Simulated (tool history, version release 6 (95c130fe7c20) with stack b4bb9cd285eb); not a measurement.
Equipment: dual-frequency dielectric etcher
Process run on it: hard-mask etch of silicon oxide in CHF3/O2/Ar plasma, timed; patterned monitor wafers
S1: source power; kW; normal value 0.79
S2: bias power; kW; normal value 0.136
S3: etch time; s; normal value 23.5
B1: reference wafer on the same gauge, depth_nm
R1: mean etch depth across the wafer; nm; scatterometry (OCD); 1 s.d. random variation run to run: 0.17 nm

Run 1, hour 0: usual settings but S1 0.75 kW; B1 46.52. Result: R1 42.32 nm.
Run 2, hour 15.8: usual settings but S1 0.75 kW; B1 46.5. Result: R1 42.55 nm.
Run 3, hour 38.4: usual settings; B1 46.52. Result: R1 42.94 nm.
Run 4, hour 59.8: usual settings; B1 46.5. Result: R1 42.97 nm.
Run 5, hour 91.8: usual settings; B1 46.51. Result: R1 42.99 nm.
Run 6, hour 119.4: usual settings; B1 46.5. Result: R1 43.06 nm.
Run 7, hour 147.9: usual settings but S2 0.123 kW; B1 46.53. Result: R1 41.67 nm.
Run 8, hour 181.9: usual settings but S2 0.123 kW; B1 46.51. Result: R1 41.75 nm.
At hour 197.7: bias power generator calibrated.
Run 9, hour 212.8: usual settings but S2 0.123 kW; B1 46.55. Result: R1 41.8 nm.
At hour 231.3: source power generator calibrated.
Run 10, hour 232: usual settings; B1 46.55. Result: R1 43.14 nm.
Run 11, hour 249.7: usual settings; B1 46.5. Result: R1 43.17 nm.
Run 12, hour 275.1: usual settings; B1 46.49. Result: R1 43.05 nm.
Run 13, hour 352.6: usual settings but S1 0.92 kW, S3 29 s; B1 46.5. Result: R1 55.47 nm.
Run 14, hour 375: usual settings but S1 0.92 kW; B1 46.49. Result: R1 45.07 nm.
Run 15, hour 410.7: usual settings but S1 0.95 kW, S2 0.12 kW, S3 26 s; B1 46.52. Result: R1 48.44 nm.
Run 16, hour 426.6: usual settings but S2 0.123 kW; B1 46.51. Result: R1 42.02 nm.
Run 17, hour 450.7: usual settings but S1 0.95 kW, S2 0.12 kW, S3 26 s; B1 46.48. Result: R1 48.13 nm.
At hour 456.9: gauge calibrated.
At hour 485.5: upper electrode replaced.
Run 18, hour 486: usual settings but S3 19.5 s; B1 46.5. Result: R1 35.8 nm.
Run 19, hour 523.7: usual settings; B1 46.49. Result: R1 43.14 nm.
At hour 567.6: wet clean of the chamber.
Run 20, hour 568.1: usual settings but S1 0.63 kW; B1 46.5. Result: R1 40.66 nm.
Run 21, hour 568.5: usual settings but S1 0.65 kW, S3 26.5 s; B1 46.52. Result: R1 46.27 nm.
Run 22, hour 581.1: usual settings; B1 46.5. Result: R1 42.84 nm.
Run 23, hour 614.9: usual settings but S1 0.93 kW; B1 46.47. Result: R1 44.98 nm.
Run 24, hour 645.4: usual settings but S1 0.62 kW, S3 18 s; B1 46.51. Result: R1 31.06 nm.
Run 25, hour 676.5: usual settings but S1 0.93 kW, S2 0.109 kW, S3 29.5 s; B1 46.51. Result: R1 52.62 nm.
Run 26, hour 691.1: usual settings but S1 0.7 kW, S2 0.103 kW, S3 21.5 s; B1 46.47. Result: R1 35.19 nm.
Run 27, hour 703.5: usual settings but S1 0.89 kW, S2 0.103 kW, S3 28 s; B1 46.51. Result: R1 48.68 nm.
Run 28, hour 718.5: usual settings but S1 0.95 kW, S2 0.168 kW, S3 25.5 s; B1 46.52. Result: R1 52.01 nm.
Run 29, hour 740.1: usual settings but S2 0.123 kW; B1 46.48. Result: R1 41.53 nm.

Consider 5 possible next runs. They are alternatives, not a sequence: every one starts from the tool as it was left by run 29. What does each give?
Run A, hour 740.5: usual settings; B1 ?. Result: R1 ?.
Run B, hour 740.5: usual settings but S1 0.92 kW, S2 0.104 kW, S3 18.5 s; B1 ?. Result: R1 ?.
Run C, hour 740.5: usual settings but S3 28.5 s; B1 ?. Result: R1 ?.
Run D, hour 740.5: usual settings but S1 0.7 kW, S3 19.5 s; B1 ?. Result: R1 ?.
Run E, hour 740.5: usual settings but S1 0.64 kW, S2 0.119 kW; B1 ?. Result: R1 ?.

run     B1     R1
  A  46.48  42.92
  B  46.48  32.69
  C  46.48  52.05
  D  46.48  34.46
  E  46.48     39
Without the tool's unlogged condition, the same runs would have read:
run     R1
  A  42.92
  B  32.69
  C  52.05
  D  34.46
  E     39

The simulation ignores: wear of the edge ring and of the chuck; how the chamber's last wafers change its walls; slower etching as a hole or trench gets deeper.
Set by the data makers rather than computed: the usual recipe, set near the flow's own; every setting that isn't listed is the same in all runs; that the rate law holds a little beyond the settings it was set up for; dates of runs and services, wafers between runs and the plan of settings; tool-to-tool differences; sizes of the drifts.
